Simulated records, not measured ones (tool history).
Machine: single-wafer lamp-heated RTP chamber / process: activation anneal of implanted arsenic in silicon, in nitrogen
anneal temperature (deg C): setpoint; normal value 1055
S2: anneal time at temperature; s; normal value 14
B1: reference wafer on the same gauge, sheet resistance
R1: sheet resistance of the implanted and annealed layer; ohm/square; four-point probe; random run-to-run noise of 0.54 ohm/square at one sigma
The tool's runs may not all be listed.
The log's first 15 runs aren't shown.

{"day": 6.754, "done": "pyrometer window cleaned and pyrometer calibrated"}
{"run": 16, "day": 6.775, "anneal temperature (deg C)": 1055, "S2": 14, "B1": 334.1, "R1": 358.5}
{"run": 17, "day": 7.179, "anneal temperature (deg C)": 1055, "S2": 14, "B1": 334.24, "R1": 358.7}
{"day": 7.804, "done": "reflector plate cleaned"}
{"run": 18, "day": 7.825, "anneal temperature (deg C)": 1055, "S2": 14, "B1": 334.15, "R1": 358.34}
{"run": 19, "day": 8.154, "anneal temperature (deg C)": 1046, "S2": 11, "B1": 333.91, "R1": 359.73}
{"run": 20, "day": 8.529, "anneal temperature (deg C)": 1039, "S2": 20, "B1": 333.86, "R1": 358.16}
{"run": 21, "day": 9.104, "anneal temperature (deg C)": 1055, "S2": 19, "B1": 333.78, "R1": 356.04}
{"run": 22, "day": 9.712, "anneal temperature (deg C)": 1045, "S2": 14, "B1": 333.35, "R1": 358.67}
{"run": 23, "day": 9.979, "anneal temperature (deg C)": 1084, "S2": 10, "B1": 333.75, "R1": 356.17}
{"run": 24, "day": 11.296, "anneal temperature (deg C)": 1076, "S2": 14, "B1": 333.31, "R1": 355.78}
{"run": 25, "day": 11.721, "anneal temperature (deg C)": 1055, "S2": 20, "B1": 333.28, "R1": 355.67}
{"run": 26, "day": 12.096, "anneal temperature (deg C)": 1030, "S2": 9, "B1": 333.36, "R1": 361.07}
{"run": 27, "day": 12.412, "anneal temperature (deg C)": 1055, "S2": 7, "B1": 333.19, "R1": 359.51}
{"run": 28, "day": 12.929, "anneal temperature (deg C)": 1055, "S2": 14, "B1": 333.13, "R1": 357.76}
{"run": 29, "day": 13.375, "anneal temperature (deg C)": 1055, "S2": 20, "B1": 333.12, "R1": 355.57}
{"run": 30, "day": 13.9, "anneal temperature (deg C)": 1055, "S2": 14, "B1": 333.06, "R1": 356.78}
{"day": 15.112, "done": "pyrometer window cleaned and pyrometer calibrated"}
{"run": 31, "day": 16.112, "anneal temperature (deg C)": 1038, "S2": 18, "B1": 332.69, "R1": 358.15}
{"run": 32, "day": 16.521, "anneal temperature (deg C)": 1055, "S2": 14, "B1": 332.83, "R1": 355.64}
{"run": 33, "day": 16.888, "anneal temperature (deg C)": 1032, "S2": 14, "B1": 332.71, "R1": 359.25}
{"run": 34, "day": 17.621, "anneal temperature (deg C)": 1055, "S2": 22, "B1": 332.18, "R1": 354.63}
{"run": 35, "day": 18.054, "anneal temperature (deg C)": 1074, "S2": 21, "B1": 332.16, "R1": 351.33}
{"run": 36, "day": 18.396, "anneal temperature (deg C)": 1045, "S2": 8, "B1": 332.18, "R1": 359.45}
{"run": 37, "day": 18.679, "anneal temperature (deg C)": 1073, "S2": 14, "B1": 332.03, "R1": 355.27}

What if the next run were any one of these 4? Each begins from the tool's condition after run 37:
{"run": "A", "day": 18.696, "anneal temperature (deg C)": 1055, "S2": 11, "B1": "?", "R1": "?"}
{"run": "B", "day": 18.696, "anneal temperature (deg C)": 1046, "S2": 18, "B1": "?", "R1": "?"}
{"run": "C", "day": 18.696, "anneal temperature (deg C)": 1055, "S2": 21, "B1": "?", "R1": "?"}
{"run": "D", "day": 18.696, "anneal temperature (deg C)": 1055, "S2": 6, "B1": "?", "R1": "?"}

run=A B1=332.05 R1=358.05
run=B B1=332.05 R1=356.73
run=C B1=332.05 R1=354.95
run=D B1=332.05 R1=360.42
Without the tool's unlogged condition, the same runs would have read:
run=A R1=361.13
run=B R1=359.8
run=C R1=358
run=D R1=363.52

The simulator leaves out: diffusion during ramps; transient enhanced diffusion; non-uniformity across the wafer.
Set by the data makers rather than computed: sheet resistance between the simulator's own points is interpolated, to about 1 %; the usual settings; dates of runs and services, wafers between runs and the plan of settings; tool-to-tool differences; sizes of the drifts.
